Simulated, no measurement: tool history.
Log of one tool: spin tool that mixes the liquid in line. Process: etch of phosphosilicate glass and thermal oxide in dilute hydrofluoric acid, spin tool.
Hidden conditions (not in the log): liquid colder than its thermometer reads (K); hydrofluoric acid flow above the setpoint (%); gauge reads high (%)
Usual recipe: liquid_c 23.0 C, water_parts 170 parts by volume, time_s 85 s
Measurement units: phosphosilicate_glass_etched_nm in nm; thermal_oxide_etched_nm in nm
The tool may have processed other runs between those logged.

run   hour  liquid_c  water_parts  time_s  wafers since the last listed run  hours since the thermometer was replaced  hours since the hydrofluoric acid flow meter was replaced  hours since the gauge calibration  read-back film thickness of the phosphosilicate glass reference wafer, read on the same gauge (nm)  read-back film thickness of the thermal oxide reference wafer, read on the same gauge (nm)  phosphosilicate_glass_etched_nm  thermal_oxide_etched_nm
  1    0.0      23.0          170      85                                 0                                     686.2                                                     1022.6                              261.3                                                                                               40.05                                                                                     150.017                            33.02                    1.837
  2   17.4      23.0          170      85                               233                                     703.6                                                     1040.0                              278.7                                                                                               40.00                                                                                     150.019                            33.07                    1.869
  3   35.0      23.0          170      85                               236                                     721.2                                                     1057.6                              296.3                                                                                               40.03                                                                                     149.977                            33.84                    1.864
  4   60.3      23.0          170      85                               339                                     746.5                                                     1082.9                              321.6                                                                                               40.00                                                                                     149.984                            33.76                    1.818
      67.7  -- gauge calibrated
  5   89.8      23.0          170      85                               396                                     776.0                                                     1112.4                               22.1                                                                                               39.97                                                                                     149.971                            32.70                    1.905
  6  111.3      23.0          170      85                               288                                     797.5                                                     1133.9                               43.6                                                                                               39.98                                                                                     149.989                            32.60                    1.828
  7  126.0      23.0          220      85                               197                                     812.2                                                     1148.6                               58.3                                                                                               40.05                                                                                     149.985                            24.15                    1.400
  8  148.0      23.0          170      85                               295                                     834.2                                                     1170.6                               80.3                                                                                               40.01                                                                                     150.003                            33.23                    1.890
  9  169.8      23.0          170      85                               292                                     856.0                                                     1192.4                              102.1                                                                                               40.00                                                                                     149.999                            33.26                    1.814
 10  185.5      23.0          170      85                               210                                     871.7                                                     1208.1                              117.8                                                                                               40.00                                                                                     149.987                            33.04                    1.849
 11  205.3      23.0          170      85                               265                                     891.5                                                     1227.9                              137.6                                                                                               39.99                                                                                     150.002                            33.23                    1.831
     230.0  -- thermometer replaced
 12  231.0      23.0          170      85                               331                                       1.0                                                     1253.6                              163.3                                                                                               40.04                                                                                     150.003                            31.25                    1.763
 13  244.3      23.0          170      85                               178                                      14.3                                                     1266.9                              176.6                                                                                               40.02                                                                                     150.006                            31.19                    1.809
 14  267.0      27.0          130     130                               304                                      37.0                                                     1289.6                              199.3                                                                                               39.96                                                                                     150.001                            77.33                    4.236
     310.3  -- hydrofluoric acid flow meter replaced
 15  374.9      23.0          195      85                              1435                                     144.9                                                       64.6                              307.2                                                                                               39.99                                                                                     150.017                            26.41                    1.514
     393.1  -- thermometer replaced, repeated, since the last time left the tool worse
 16  403.2      23.0          170      85                               366                                      10.1                                                       92.9                              335.5                                                                                               39.99                                                                                     150.006                            35.06                    1.916
 17  432.8      23.0          170      35                               397                                      39.7                                                      122.5                              365.1                                                                                               40.00                                                                                     149.988                            14.29                    0.798
     435.3  -- gauge calibrated
 18  455.4      23.0          170      65                               303                                      62.3                                                      145.1                               20.1                                                                                               39.99                                                                                     149.953                            26.45                    1.488
 19  477.4      20.5           90      40                               295                                      84.3                                                      167.1                               42.1                                                                                               40.05                                                                                     150.011                            30.83                    1.683
 20  491.5      21.0          170     100                               189                                      98.4                                                      181.2                               56.2                                                                                               40.01                                                                                     149.995                            37.90                    2.110
 21  525.6      23.0          225      85                               457                                     132.5                                                      215.3                               90.3                                                                                               40.02                                                                                     150.023                            24.83                    1.393
 22  553.1      23.0          170      70                               369                                     160.0                                                      242.8                              117.8                                                                                               39.99                                                                                     150.009                            28.76                    1.607
 23  571.0      23.0          170      85                               240                                     177.9                                                      260.7                              135.7                                                                                               39.98                                                                                     149.995                            34.27                    1.881
 24  596.2      20.5           90      40                               338                                     203.1                                                      285.9                              160.9                                                                                               40.02                                                                                     149.991                            30.33                    1.692
 25  630.5      19.5           90      85                               460                                     237.4                                                      320.2                              195.2                                                                                               40.00                                                                                     150.017                            61.95                    3.507
 26  655.0      21.5          170      60                               328                                     261.9                                                      344.7                              219.7                                                                                               40.01                                                                                     149.999                            23.14                    1.285

Measured less the same run without the tool's hidden state. The same run-to-run variation is in both; the gauge's scatter may not be:
run  phosphosilicate_glass_etched_nm  thermal_oxide_etched_nm
  1                            -1.96                   -0.109
  2                            -2.00                   -0.114
  3                            -2.09                   -0.115
  4                            -2.15                   -0.116
  5                            -2.17                   -0.127
  6                            -2.21                   -0.124
  7                            -1.62                   -0.093
  8                            -2.36                   -0.134
  9                            -2.41                   -0.131
 10                            -2.44                   -0.137
 11                            -2.49                   -0.137
 12                            -3.77                   -0.213
 13                            -3.81                   -0.222
 14                            -9.45                   -0.518
 15                            -3.45                   -0.198
 16                            -0.41                   -0.023
 17                            -0.21                   -0.012
 18                            -0.42                   -0.023
 19                            -0.58                   -0.032
 20                            -0.72                   -0.040
 21                            -0.50                   -0.028
 22                            -0.66                   -0.037
 23                            -0.82                   -0.045
 24                            -0.85                   -0.047
 25                            -1.94                   -0.109
 26                            -0.71                   -0.040
